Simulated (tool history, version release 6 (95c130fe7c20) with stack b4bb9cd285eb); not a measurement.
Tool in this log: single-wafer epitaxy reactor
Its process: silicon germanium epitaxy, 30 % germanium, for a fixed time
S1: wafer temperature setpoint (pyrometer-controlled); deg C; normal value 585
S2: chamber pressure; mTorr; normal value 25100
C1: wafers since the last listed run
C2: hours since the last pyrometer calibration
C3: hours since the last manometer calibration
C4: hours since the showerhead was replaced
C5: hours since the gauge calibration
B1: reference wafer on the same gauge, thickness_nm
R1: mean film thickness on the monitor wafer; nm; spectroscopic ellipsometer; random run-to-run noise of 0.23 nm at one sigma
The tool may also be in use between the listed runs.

run     day   S1     S2    C1      C2      C3      C4      C5      B1      R1
  1   0.000  585  25100     0   777.1  1033.6  5659.4   323.7  45.049  51.028
  2   1.296  585  25100   487   808.2  1064.7  5690.5   354.8  44.843  51.724
  3   4.142  593  25100  1071   876.5  1133.0  5758.8   423.1  44.926  61.157
  4   9.125  593  25100  1875   996.1  1252.6  5878.4   542.7  44.912  60.098
  5  11.171  580  22000   769  1045.2  1301.7  5927.5   591.8  44.896  44.437
  6  13.746  581  25100   969  1107.0  1363.5  5989.3   653.6  44.816  46.917
  7  17.654  591  22400  1470  1200.8  1457.3  6083.1   747.4  44.893  56.158
  8  19.967  591  22400   870  1256.3  1512.8  6138.6   802.9  44.962  56.161
  9  22.967  591  22400  1129  1328.3  1584.8  6210.6   874.9  44.891  55.552
 10  25.912  585  25100  1108  1399.0  1655.5  6281.3   945.6  44.865  50.175
     27.625  -- pyrometer calibrated
 11  31.617  585  27100  2021    95.8  1792.4  6418.2  1082.5  44.916  53.171
 12  34.050  585  27100   915   154.2  1850.8  6476.6  1140.9  44.876  53.828
 13  35.262  585  27100   456   183.3  1879.9  6505.7  1170.0  44.950  53.629
 14  37.992  585  25100  1027   248.8  1945.4  6571.2  1235.5  44.981  52.113
     44.271  -- showerhead replaced
     44.596  -- gauge calibrated
 15  45.638  585  25100  2751   432.3  2128.9    32.8    25.0  44.875  52.013
 16  46.721  585  25100   407   458.3  2154.9    58.8    51.0  44.838  51.727
 17  47.775  595  19900   396   483.6  2180.2    84.1    76.3  44.912  60.573
 18  50.288  574  25100   945   543.9  2240.5   144.4   136.6  44.834  40.934
 19  53.221  598  30000  1103   614.3  2310.9   214.8   207.0  44.928  71.313
     54.462  -- capacitance manometer re-zeroed and calibrated
 20  55.192  589  28500   616   661.6    17.5   262.1   254.3  44.781  58.825
 21  56.504  593  25100   493   693.1    49.0   293.6   285.8  44.930  61.466
 22  60.854  585  22700  1637   797.5   153.4   398.0   390.2  44.853  50.313
 23  62.817  585  27100   738   844.6   200.5   445.1   437.3  44.906  52.630
 24  64.204  593  21900   522   877.9   233.8   478.4   470.6  44.867  59.115
 25  65.858  571  19200   622   917.6   273.5   518.1   510.3  44.898  35.360
 26  69.842  585  25100  1499  1013.2   369.1   613.7   605.9  44.902  51.346
 27  71.079  585  25100   465  1042.9   398.8   643.4   635.6  44.980  51.402
 28  72.646  571  19200   589  1080.5   436.4   681.0   673.2  44.963  35.136
 29  74.496  585  19400   696  1124.9   480.8   725.4   717.6  44.884  47.892
 30  75.704  585  25100   454  1153.9   509.8   754.4   746.6  44.894  50.627
 31  77.746  595  25100   768  1202.9   558.8   803.4   795.6  44.838  63.074
 32  79.842  597  25100   788  1253.2   609.1   853.7   845.9  44.980  65.739

Predict each of these 3 candidate next runs independently; none follows another, all start after run 32:
  A  79.858  585  25100   6  1253.6  609.5  854.1  846.3   ?   ?
  B  79.858  589  28800   6  1253.6  609.5  854.1  846.3   ?   ?
  C  79.858  575  18900   6  1253.6  609.5  854.1  846.3   ?   ?

run      B1      R1
  A  44.890  50.514
  B  44.890  57.094
  C  44.890  37.845
With no hidden state in the tool, these same runs would have given:
run      R1
  A  52.010
  B  58.766
  C  38.997
